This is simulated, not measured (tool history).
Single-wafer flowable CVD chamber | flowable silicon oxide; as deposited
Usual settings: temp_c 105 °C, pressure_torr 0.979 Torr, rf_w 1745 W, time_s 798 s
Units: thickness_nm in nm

run,hour,temp_c,pressure_torr,rf_w,time_s,"read-back reference wafer on the same gauge, thickness_nm",thickness_nm
1,0,115,0.979,2015,798,496.218,351.155
2,43.4,105,1.065,1745,798,496.022,531.615
3,104.3,105,1.065,1745,798,495.191,538.749
4,144.4,105,1.065,1745,798,496.352,535.029
5,216.1,105,0.979,1745,798,495.163,492.613
6,245.8,105,0.979,1745,798,496.034,493.771
7,311.6,105,0.979,1745,798,495.065,491.805
8,378.3,98,0.778,1870,853,494.945,549.575
# hour 379.4: gauge calibrated
# hour 405.8: capacitance manometer re-zeroed and calibrated
9,442.7,105,0.979,1745,798,495.453,491.372
10,510.8,120,1.182,1615,711,496.285,297.661
# hour 539.5: showerhead replaced
# hour 556.5: RF generator calibrated
11,564.5,105,1.081,1745,868,495.583,599.48
# hour 678.8: thermocouple changed; heater temperature recalibrated
12,776.6,105,0.768,1745,798,495.344,388.871
13,818.1,110,0.853,2040,871,495.746,405.62
14,859.1,111,0.979,1745,798,496.005,394.374

What the log doesn't show, run by run:
wafer temperature above the value expected at the setpoint (K): 0 in every run
true pressure above the setpoint (%): 0 in every run
gauge reads high (%): 0 in every run
H1: delivered RF power above the setpoint (%)
run,H1
1,-7.04
2,-7.28
3,-7.56
4,-7.72
5,-7.96
6,-8.05
7,-8.21
8,-8.34
9,-8.45
10,-8.54
11,-0.536
12,-4.56
13,-5.07
14,-5.52

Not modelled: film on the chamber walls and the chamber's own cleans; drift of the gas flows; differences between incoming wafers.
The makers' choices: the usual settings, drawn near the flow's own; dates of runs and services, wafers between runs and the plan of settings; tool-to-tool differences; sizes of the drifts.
